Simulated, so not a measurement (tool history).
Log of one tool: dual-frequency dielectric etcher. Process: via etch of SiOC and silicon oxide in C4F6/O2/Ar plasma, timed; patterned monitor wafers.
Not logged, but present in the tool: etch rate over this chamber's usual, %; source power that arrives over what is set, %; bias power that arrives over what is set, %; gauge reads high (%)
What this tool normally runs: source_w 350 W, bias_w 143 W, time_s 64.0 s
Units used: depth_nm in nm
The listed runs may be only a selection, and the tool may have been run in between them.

run   hour  source_w  bias_w  time_s  wafers since the last listed run  hours since the last wet clean  hours since the last source power generator calibration  hours since the last bias power generator calibration  hours since the last upper electrode change  hours since the gauge calibration  read-back reference wafer on the same gauge, depth_nm  depth_nm
  1    0.0       350     143    64.0                                 0                           202.5                                                   2991.9                                                 4796.6                                       3472.4                              342.5                                                   70.4      59.9
  2   24.9       350     143    64.0                               161                           227.4                                                   3016.8                                                 4821.5                                       3497.3                              367.4                                                   70.5      59.3
  3   50.8       350     143    64.0                               168                           253.3                                                   3042.7                                                 4847.4                                       3523.2                              393.3                                                   70.5      60.0
  4   63.4       350     143    64.0                                81                           265.9                                                   3055.3                                                 4860.0                                       3535.8                              405.9                                                   70.5      60.1
  5   81.9       350     143    64.0                               120                           284.4                                                   3073.8                                                 4878.5                                       3554.3                              424.4                                                   70.5      59.9
  6  101.3       350     143    64.0                               125                           303.8                                                   3093.2                                                 4897.9                                       3573.7                              443.8                                                   70.6      59.5
  7  130.7       350     143    64.0                               190                           333.2                                                   3122.6                                                 4927.3                                       3603.1                              473.2                                                   70.4      59.2
  8  163.4       350     143    64.0                               212                           365.9                                                   3155.3                                                 4960.0                                       3635.8                              505.9                                                   70.4      58.8
  9  182.3       350     143    64.0                               122                           384.8                                                   3174.2                                                 4978.9                                       3654.7                              524.8                                                   70.5      59.1
 10  197.8       350     143    64.0                               100                           400.3                                                   3189.7                                                 4994.4                                       3670.2                              540.3                                                   70.5      58.8
     229.8  -- wet clean of the chamber
 11  281.8       350     143    64.0                               389                            52.0                                                   3273.7                                                 5078.4                                       3754.2                              624.3                                                   70.5      60.2
     293.3  -- source power generator calibrated
 12  299.2       350     151    64.0                                87                            69.4                                                      5.9                                                 5095.8                                       3771.6                              641.7                                                   70.4      61.4
 13  328.3       350     143    64.0                               188                            98.5                                                     35.0                                                 5124.9                                       3800.7                              670.8                                                   70.5      60.4
 14  348.4       380     164    64.0                               130                           118.6                                                     55.1                                                 5145.0                                       3820.8                              690.9                                                   70.5      66.3
 15  376.1       350     171    71.0                               179                           146.3                                                     82.8                                                 5172.7                                       3848.5                              718.6                                                   70.5      72.2
 16  401.8       290     110    77.5                               166                           172.0                                                    108.5                                                 5198.4                                       3874.2                              744.3                                                   70.5      58.8
     409.5  -- gauge calibrated
 17  455.9       350     143    64.0                               351                           226.1                                                    162.6                                                 5252.5                                       3928.3                               46.4                                                   70.4      59.7
 18  477.4       350     143    64.0                               139                           247.6                                                    184.1                                                 5274.0                                       3949.8                               67.9                                                   70.5      60.0
     518.5  -- upper electrode replaced
 19  519.0       270     143    64.0                               114                           289.2                                                    225.7                                                 5315.6                                          0.5                              109.5                                                   70.6      53.7
 20  519.3       290     165    64.0                                 1                           289.5                                                    226.0                                                 5315.9                                          0.8                              109.8                                                   70.5      59.7
     532.3  -- bias power generator calibrated
 21  546.2       350     161    64.0                               148                           316.4                                                    252.9                                                   13.9                                         27.7                              136.7                                                   70.5      62.6
 22  575.3       430     143    64.0                               188                           345.5                                                    282.0                                                   43.0                                         56.8                              165.8                                                   70.5      64.1
 23  599.6       350     156    78.0                               157                           369.8                                                    306.3                                                   67.3                                         81.1                              190.1                                                   70.5      74.8
     631.8  -- wet clean of the chamber
 24  632.3       310     165    78.5                                56                             0.5                                                    339.0                                                  100.0                                        113.8                              222.8                                                   70.5      76.7
 25  632.7       420     143    64.0                                 2                             0.9                                                    339.4                                                  100.4                                        114.2                              223.2                                                   70.5      65.6
 26  652.6       350     164    54.0                               129                            20.8                                                    359.3                                                  120.3                                        134.1                              243.1                                                   70.5      55.1
 27  678.6       420     143    64.0                               168                            46.8                                                    385.3                                                  146.3                                        160.1                              269.1                                                   70.5      65.1
 28  707.2       390     117    57.5                               185                            75.4                                                    413.9                                                  174.9                                        188.7                              297.7                                                   70.5      51.2
 29  737.7       410     143    71.5                               198                           105.9                                                    444.4                                                  205.4                                        219.2                              328.2                                                   70.5      71.7

3 options for the next run, each taken on its own from the tool as it stands now. Forecast them:
  A  738.1       350     143    64.0                                 2                           106.3                                                    444.8                                                  205.8                                        219.6                              328.6                                                      ?         ?
  B  738.1       320     168    74.5                                 2                           106.3                                                    444.8                                                  205.8                                        219.6                              328.6                                                      ?         ?
  C  738.1       430     120    64.0                                 2                           106.3                                                    444.8                                                  205.8                                        219.6                              328.6                                                      ?         ?

run  read-back reference wafer on the same gauge, depth_nm  depth_nm
  A                                                   70.6      59.8
  B                                                   70.6      72.9
  C                                                   70.6      59.1
With no hidden state in the tool, these same runs would have given:
run  depth_nm
  A      60.2
  B      73.4
  C      59.5

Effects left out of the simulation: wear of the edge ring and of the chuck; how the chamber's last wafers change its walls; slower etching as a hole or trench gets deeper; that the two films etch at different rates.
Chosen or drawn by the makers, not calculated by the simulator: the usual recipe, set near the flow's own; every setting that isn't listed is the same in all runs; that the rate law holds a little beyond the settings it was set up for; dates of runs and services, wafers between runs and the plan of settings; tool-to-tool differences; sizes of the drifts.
